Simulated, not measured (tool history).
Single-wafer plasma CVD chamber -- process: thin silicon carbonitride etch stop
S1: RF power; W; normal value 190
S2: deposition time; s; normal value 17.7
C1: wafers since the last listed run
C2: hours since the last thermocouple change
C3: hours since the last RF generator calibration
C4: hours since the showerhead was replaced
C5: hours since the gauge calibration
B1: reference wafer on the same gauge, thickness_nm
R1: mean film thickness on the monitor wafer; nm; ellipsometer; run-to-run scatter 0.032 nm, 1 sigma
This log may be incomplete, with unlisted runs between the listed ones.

| run | hour | S1 | S2 | C1 | C2 | C3 | C4 | C5 | B1 | R1 |
|---|---|---|---|---|---|---|---|---|---|---|
| 1 | 0 | 190 | 19.7 | 0 | 1035.1 | 196.8 | 6524.5 | 1097.8 | 8.461 | 10.7 |
|  | 26.2 | gauge calibrated |
| 2 | 51 | 190 | 19.7 | 1349 | 1086.1 | 247.8 | 6575.5 | 24.8 | 8.253 | 10.37 |
| 3 | 102.6 | 190 | 17.7 | 1365 | 1137.7 | 299.4 | 6627.1 | 76.4 | 8.241 | 9.395 |
| 4 | 146.1 | 175 | 17.7 | 1151 | 1181.2 | 342.9 | 6670.6 | 119.9 | 8.245 | 9.272 |
| 5 | 226.2 | 175 | 17.7 | 2120 | 1261.3 | 423 | 6750.7 | 200 | 8.253 | 9.292 |
| 6 | 304 | 175 | 17.7 | 2059 | 1339.1 | 500.8 | 6828.5 | 277.8 | 8.25 | 9.295 |
| 7 | 366.3 | 180 | 17.7 | 1648 | 1401.4 | 563.1 | 6890.8 | 340.1 | 8.272 | 9.362 |
| 8 | 471.4 | 190 | 17.7 | 2781 | 1506.5 | 668.2 | 6995.9 | 445.2 | 8.268 | 9.445 |
| 9 | 517.1 | 190 | 17.7 | 1209 | 1552.2 | 713.9 | 7041.6 | 490.9 | 8.288 | 9.416 |
|  | 558.8 | showerhead replaced |
| 10 | 559.3 | 190 | 20.4 | 905 | 1594.4 | 756.1 | 0.5 | 533.1 | 8.298 | 10.949 |
| 11 | 598.2 | 190 | 20.4 | 1029 | 1633.3 | 795 | 39.4 | 572 | 8.298 | 10.932 |
| 12 | 650.5 | 165 | 17.7 | 1384 | 1685.6 | 847.3 | 91.7 | 624.3 | 8.312 | 9.187 |
| 13 | 709.7 | 190 | 20 | 1566 | 1744.8 | 906.5 | 150.9 | 683.5 | 8.322 | 10.744 |
| 14 | 817.1 | 190 | 17.7 | 2842 | 1852.2 | 1013.9 | 258.3 | 790.9 | 8.344 | 9.462 |
| 15 | 866.2 | 155 | 14.7 | 1299 | 1901.3 | 1063 | 307.4 | 840 | 8.361 | 7.596 |
|  | 893.1 | gauge calibrated |
| 16 | 904.5 | 190 | 20.5 | 1013 | 1939.6 | 1101.3 | 345.7 | 11.4 | 8.272 | 10.941 |
| 17 | 942.5 | 220 | 21 | 1005 | 1977.6 | 1139.3 | 383.7 | 49.4 | 8.278 | 11.488 |
|  | 1004.9 | RF generator calibrated |
|  | 1129.1 | thermocouple changed; heater temperature recalibrated |
| 18 | 1257.9 | 190 | 17.7 | 7924 | 128.8 | 253 | 699.1 | 364.8 | 8.305 | 9.414 |
| 19 | 1314 | 190 | 17.7 | 1484 | 184.9 | 309.1 | 755.2 | 420.9 | 8.289 | 9.499 |
| 20 | 1393.7 | 205 | 19.4 | 2109 | 264.6 | 388.8 | 834.9 | 500.6 | 8.312 | 10.427 |
| 21 | 1479.6 | 210 | 15.9 | 2273 | 350.5 | 474.7 | 920.8 | 586.5 | 8.318 | 8.688 |
| 22 | 1531.5 | 190 | 17.7 | 1373 | 402.4 | 526.6 | 972.7 | 638.4 | 8.334 | 9.455 |

4 options for the next run, each taken on its own from the tool as it stands now. Forecast them:
| A | 1531.9 | 200 | 17.7 | 10 | 402.8 | 527 | 973.1 | 638.8 | ? | ? |
| B | 1531.9 | 220 | 16.4 | 10 | 402.8 | 527 | 973.1 | 638.8 | ? | ? |
| C | 1531.9 | 155 | 14.3 | 10 | 402.8 | 527 | 973.1 | 638.8 | ? | ? |
| D | 1531.9 | 200 | 21.1 | 10 | 402.8 | 527 | 973.1 | 638.8 | ? | ? |

| run | B1 | R1 |
|---|---|---|
| A | 8.315 | 9.554 |
| B | 8.315 | 9.014 |
| C | 8.315 | 7.376 |
| D | 8.315 | 11.389 |
With no hidden state in the tool, these same runs would have given:
| run | R1 |
|---|---|
| A | 9.47 |
| B | 8.935 |
| C | 7.312 |
| D | 11.289 |

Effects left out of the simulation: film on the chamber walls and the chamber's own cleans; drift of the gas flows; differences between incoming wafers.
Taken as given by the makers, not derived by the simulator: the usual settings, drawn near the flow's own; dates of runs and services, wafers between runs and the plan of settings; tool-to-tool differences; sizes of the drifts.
